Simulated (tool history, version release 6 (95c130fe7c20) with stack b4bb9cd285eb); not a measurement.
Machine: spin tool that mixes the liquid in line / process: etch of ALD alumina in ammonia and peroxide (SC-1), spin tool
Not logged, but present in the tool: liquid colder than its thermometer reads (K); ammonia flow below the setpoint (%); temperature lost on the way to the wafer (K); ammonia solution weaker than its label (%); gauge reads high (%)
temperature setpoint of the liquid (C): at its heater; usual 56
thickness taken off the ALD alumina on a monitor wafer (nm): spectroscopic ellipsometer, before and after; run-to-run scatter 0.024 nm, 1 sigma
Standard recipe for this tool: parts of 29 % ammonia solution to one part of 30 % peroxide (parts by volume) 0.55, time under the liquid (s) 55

run	hour	temperature setpoint of the liquid (C)	parts of 29 % ammonia solution to one part of 30 % peroxide (parts by volume)	time under the liquid (s)	wafers since the last listed run	hours since the thermometer was replaced	hours since the ammonia flow meter was replaced	hours since the heated supply line was repaired	hours since the drum of ammonia solution was connected	hours since the gauge calibration	read-back film thickness of the ALD alumina reference wafer, read on the same gauge (nm)	thickness taken off the ALD alumina on a monitor wafer (nm)
1	0	56	0.55	55	0	221.1	1361.8	419.5	474.4	118.6	50.045	3.838
2	58.7	56	0.55	55	706	279.8	1420.5	478.2	533.1	177.3	50.006	3.881
3	110.7	56	0.55	55	625	331.8	1472.5	530.2	585.1	229.3	50.008	3.783
4	163.1	56	0.55	55	630	384.2	1524.9	582.6	637.5	281.7	50.016	3.753
5	203.8	56	0.55	55	489	424.9	1565.6	623.3	678.2	322.4	49.978	3.765
6	273	56	0.45	55	832	494.1	1634.8	692.5	747.4	391.6	49.973	3.612
# hour 284.6: heated supply line repaired
7	326.1	56	0.45	55	626	547.2	1687.9	41.5	800.5	444.7	50.025	3.858
8	371.8	56	0.45	55	549	592.9	1733.6	87.2	846.2	490.4	50.055	3.808
# hour 389.1: thermometer replaced
9	422.1	56	0.55	55	593	33	1783.9	137.5	896.5	540.7	50.001	3.985
# hour 481.8: new drum of ammonia solution connected
10	483.1	56	0.55	55	721	94	1844.9	198.5	1.3	601.7	50.055	3.939
# hour 499.3: ammonia flow meter replaced
# hour 542.2: gauge calibrated
11	554.5	56	0.35	55	846	165.4	55.2	269.9	72.7	12.3	50.023	3.743
12	617.1	56	0.55	55	753	228	117.8	332.5	135.3	74.9	50.013	3.838
13	657	52.5	0.55	90	480	267.9	157.7	372.4	175.2	114.8	49.984	5.196
14	695.6	56	0.55	55	464	306.5	196.3	411	213.8	153.4	50.014	3.817
15	726.3	62	0.65	65	369	337.2	227	441.7	244.5	184.1	49.976	6.159
16	758.4	52.5	0.55	35	386	369.3	259.1	473.8	276.6	216.2	49.974	1.953
17	790.8	56	0.55	55	389	401.7	291.5	506.2	309	248.6	49.994	3.703
18	851.1	56	0.55	55	725	462	351.8	566.5	369.3	308.9	50.04	3.694
19	897.7	51.5	0.35	40	560	508.6	398.4	613.1	415.9	355.5	50	2.01
20	936.8	49	0.55	35	470	547.7	437.5	652.2	455	394.6	50.004	1.581

Subtracting, for every run, the result it would have given without the tool's unlogged condition from the measured result gives the following. The same run-to-run variation enters both numbers; the gauge's scatter may not:
run	thickness taken off the ALD alumina on a monitor wafer (nm)
1	-0.287
2	-0.335
3	-0.366
4	-0.403
5	-0.436
6	-0.47
7	-0.229
8	-0.261
9	-0.168
10	-0.212
11	-0.255
12	-0.307
13	-0.469
14	-0.365
15	-0.602
16	-0.218
17	-0.426
18	-0.471
19	-0.285
20	-0.242
